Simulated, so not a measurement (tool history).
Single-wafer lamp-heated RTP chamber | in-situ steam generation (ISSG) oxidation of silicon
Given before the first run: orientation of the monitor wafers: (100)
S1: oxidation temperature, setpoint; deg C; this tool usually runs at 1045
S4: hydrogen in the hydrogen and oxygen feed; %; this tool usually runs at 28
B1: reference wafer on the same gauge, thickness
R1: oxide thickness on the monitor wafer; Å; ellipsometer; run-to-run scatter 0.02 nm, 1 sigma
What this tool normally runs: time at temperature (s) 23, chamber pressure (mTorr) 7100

Run 1, day 0: usual settings; B1 6.178. Result: R1 77.52 Å.
At day 1.971: pyrometer window cleaned and pyrometer calibrated.
Run 2, day 1.992: usual settings; B1 6.181. Result: R1 74.57 Å.
Run 3, day 4.892: usual settings but S4 21 %; B1 6.179. Result: R1 69.41 Å.
Run 4, day 8.888: usual settings but chamber pressure (mTorr) 6900; B1 6.179. Result: R1 74.46 Å.
Run 5, day 12.467: usual settings but chamber pressure (mTorr) 6900; B1 6.184. Result: R1 74.67 Å.
Run 6, day 16.1: usual settings but chamber pressure (mTorr) 6900; B1 6.178. Result: R1 75.21 Å.
Run 7, day 19.808: usual settings but S1 1029 deg C; B1 6.182. Result: R1 69.18 Å.
Run 8, day 24.3: usual settings; B1 6.182. Result: R1 76.4 Å.
At day 26.338: gauge calibrated.
Run 9, day 27.662: usual settings; B1 6.18. Result: R1 76.94 Å.
At day 28.883: hydrogen flow controller replaced.
Run 10, day 30.683: usual settings; B1 6.182. Result: R1 77.39 Å.
Run 11, day 33.717: usual settings; B1 6.18. Result: R1 78.04 Å.
At day 34.796: pressure gauge zeroed.
At day 35.058: pyrometer window cleaned and pyrometer calibrated.
Run 12, day 36.342: usual settings; B1 6.184. Result: R1 74.66 Å.
Run 13, day 40.312: usual settings; B1 6.179. Result: R1 75.24 Å.
Run 14, day 43.196: usual settings; B1 6.185. Result: R1 75.12 Å.
Run 15, day 45.238: usual settings; B1 6.182. Result: R1 75.68 Å.
Run 16, day 48.738: usual settings but S1 1055 deg C, time at temperature (s) 17, chamber pressure (mTorr) 8200, S4 32 %; B1 6.178. Result: R1 70.6 Å.
Run 17, day 53.038: usual settings but S1 1058 deg C, chamber pressure (mTorr) 6900; B1 6.179. Result: R1 81.92 Å.
Run 18, day 55.062: usual settings but chamber pressure (mTorr) 7700; B1 6.184. Result: R1 76.55 Å.
Run 19, day 57.112: usual settings but chamber pressure (mTorr) 6900, S4 32 %; B1 6.177. Result: R1 79.42 Å.

Predict the results of run 20:
Run 20, day 61.333: usual settings but S1 1037 deg C, chamber pressure (mTorr) 6900, S4 22 %; B1 ?. Result: R1 ?.

Run 20 came out at B1 6.185, R1 69.67 Å.
If the tool had no hidden condition, the same run with the same run-to-run variation would have returned R1 67.18 Å.
